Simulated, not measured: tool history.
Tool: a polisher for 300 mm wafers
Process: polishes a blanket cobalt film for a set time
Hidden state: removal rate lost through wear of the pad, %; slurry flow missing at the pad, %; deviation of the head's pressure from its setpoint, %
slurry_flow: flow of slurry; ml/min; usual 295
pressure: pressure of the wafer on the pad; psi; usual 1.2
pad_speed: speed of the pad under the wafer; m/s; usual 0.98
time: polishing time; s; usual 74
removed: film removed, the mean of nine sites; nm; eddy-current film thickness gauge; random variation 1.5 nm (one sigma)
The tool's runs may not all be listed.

| run | hour | slurry_flow | pressure | pad_speed | time | wafers since the last listed run | wafers polished on this pad | hours since the slurry nozzle was cleaned | hours since the head pressure was calibrated | incoming thickness of the incoming film, nm | removed |
|---|---|---|---|---|---|---|---|---|---|---|---|
| 1 | 0.0 | 270 | 1.2 | 0.98 | 74 | 0 | 2209 | 465.4 | 1039.7 | 831.2 | 210.2 |
|  | 24.6 | head pressure recalibrated |
| 2 | 44.7 | 295 | 0.9 | 0.82 | 74 | 513 | 2722 | 510.1 | 20.1 | 844.6 | 134.6 |
| 3 | 82.9 | 295 | 1.2 | 1.22 | 74 | 459 | 3182 | 548.3 | 58.3 | 847.8 | 266.7 |
| 4 | 114.3 | 295 | 1.2 | 1.22 | 74 | 377 | 3559 | 579.7 | 89.7 | 849.9 | 265.7 |
|  | 155.9 | slurry nozzle cleaned |
|  | 178.0 | worn pad replaced by a new one |
| 5 | 181.6 | 295 | 1.2 | 1.22 | 74 | 749 | 43 | 25.7 | 157.0 | 828.4 | 269.2 |
| 6 | 219.9 | 295 | 1.2 | 0.98 | 74 | 460 | 503 | 64.0 | 195.3 | 832.9 | 214.7 |
| 7 | 327.3 | 295 | 1.2 | 0.98 | 74 | 1291 | 1795 | 171.4 | 302.7 | 841.8 | 213.1 |
| 8 | 376.3 | 295 | 1.2 | 0.98 | 74 | 589 | 2384 | 220.4 | 351.7 | 848.6 | 212.9 |
| 9 | 440.9 | 295 | 1.2 | 1.08 | 74 | 776 | 3161 | 285.0 | 416.3 | 837.3 | 234.6 |
| 10 | 485.6 | 295 | 1.2 | 1.08 | 74 | 537 | 3699 | 329.7 | 461.0 | 846.2 | 237.0 |
|  | 504.4 | worn pad replaced by a new one |
| 11 | 543.4 | 295 | 1.2 | 0.98 | 74 | 647 | 468 | 387.5 | 518.8 | 841.3 | 213.3 |
| 12 | 610.2 | 295 | 1.2 | 0.98 | 74 | 803 | 1271 | 454.3 | 585.6 | 839.8 | 215.5 |
|  | 652.9 | slurry nozzle cleaned |
| 13 | 657.0 | 295 | 1.2 | 0.98 | 74 | 550 | 1822 | 4.1 | 632.4 | 857.7 | 214.1 |
| 14 | 698.4 | 295 | 1.2 | 0.98 | 74 | 497 | 2320 | 45.5 | 673.8 | 826.7 | 213.4 |
| 15 | 733.6 | 295 | 1.4 | 0.98 | 74 | 423 | 2743 | 80.7 | 709.0 | 845.4 | 249.9 |
| 16 | 794.4 | 295 | 1.4 | 0.98 | 74 | 731 | 3475 | 141.5 | 769.8 | 842.2 | 249.4 |
| 17 | 839.7 | 295 | 1.4 | 0.98 | 74 | 544 | 4019 | 186.8 | 815.1 | 828.5 | 250.3 |
|  | 852.2 | worn pad replaced by a new one |
| 18 | 886.9 | 295 | 1.2 | 0.98 | 57 | 519 | 417 | 234.0 | 862.3 | 855.3 | 162.9 |
| 19 | 946.9 | 360 | 1.4 | 1.22 | 58 | 721 | 1138 | 294.0 | 922.3 | 839.7 | 249.0 |
|  | 968.2 | head pressure recalibrated |
| 20 | 1011.6 | 295 | 1.2 | 0.98 | 74 | 754 | 1892 | 358.7 | 43.4 | 840.0 | 215.1 |
| 21 | 1038.9 | 340 | 1.2 | 0.98 | 74 | 328 | 2221 | 386.0 | 70.7 | 837.5 | 217.1 |
| 22 | 1082.9 | 240 | 1.6 | 0.80 | 58 | 529 | 2750 | 430.0 | 114.7 | 830.5 | 179.9 |
| 23 | 1125.4 | 295 | 1.2 | 0.98 | 58 | 511 | 3261 | 472.5 | 157.2 | 835.0 | 167.2 |
| 24 | 1165.6 | 295 | 1.4 | 1.26 | 63 | 483 | 3744 | 512.7 | 197.4 | 837.6 | 273.3 |
|  | 1205.7 | worn pad replaced by a new one |
| 25 | 1236.1 | 360 | 1.6 | 1.30 | 88 | 799 | 365 | 583.2 | 267.9 | 831.3 | 455.6 |
|  | 1262.0 | slurry nozzle cleaned |
| 26 | 1290.5 | 295 | 1.2 | 0.98 | 66 | 642 | 1007 | 28.5 | 322.3 | 849.4 | 194.0 |
| 27 | 1326.0 | 295 | 1.2 | 0.98 | 74 | 426 | 1434 | 64.0 | 357.8 | 845.6 | 215.3 |
| 28 | 1373.9 | 355 | 1.2 | 0.98 | 74 | 576 | 2010 | 111.9 | 405.7 | 823.6 | 216.8 |
| 29 | 1429.6 | 295 | 1.4 | 0.98 | 74 | 669 | 2680 | 167.6 | 461.4 | 840.7 | 249.2 |
| 30 | 1496.5 | 245 | 1.6 | 0.98 | 92 | 804 | 3485 | 234.5 | 528.3 | 842.6 | 351.0 |
|  | 1550.7 | worn pad replaced by a new one |
| 31 | 1562.7 | 350 | 1.2 | 0.98 | 56 | 748 | 144 | 300.7 | 594.5 | 829.0 | 165.4 |
| 32 | 1623.1 | 295 | 0.9 | 0.98 | 74 | 726 | 871 | 361.1 | 654.9 | 830.5 | 160.8 |
| 33 | 1658.9 | 295 | 1.4 | 1.28 | 74 | 430 | 1301 | 396.9 | 690.7 | 853.2 | 325.0 |
| 34 | 1721.8 | 295 | 1.2 | 0.98 | 74 | 756 | 2058 | 459.8 | 753.6 | 838.2 | 214.2 |

Hidden state at the last listed run before each entry between runs and at the first one after, where it differs:
Between runs 1 and 2: head pressure recalibrated (hour 24.6)
  no hidden state differs between the two runs
Between runs 4 and 5: slurry nozzle cleaned (hour 155.9); worn pad replaced by a new one (hour 178.0)
  no hidden state differs between the two runs
Between runs 10 and 11: worn pad replaced by a new one (hour 504.4)
  no hidden state differs between the two runs
Between runs 12 and 13: slurry nozzle cleaned (hour 652.9)
  no hidden state differs between the two runs
Between runs 17 and 18: worn pad replaced by a new one (hour 852.2)
  no hidden state differs between the two runs
Between runs 19 and 20: head pressure recalibrated (hour 968.2)
  no hidden state differs between the two runs
Between runs 24 and 25: worn pad replaced by a new one (hour 1205.7)
  no hidden state differs between the two runs
Between runs 25 and 26: slurry nozzle cleaned (hour 1262.0)
  no hidden state differs between the two runs
Between runs 30 and 31: worn pad replaced by a new one (hour 1550.7)
  no hidden state differs between the two runs
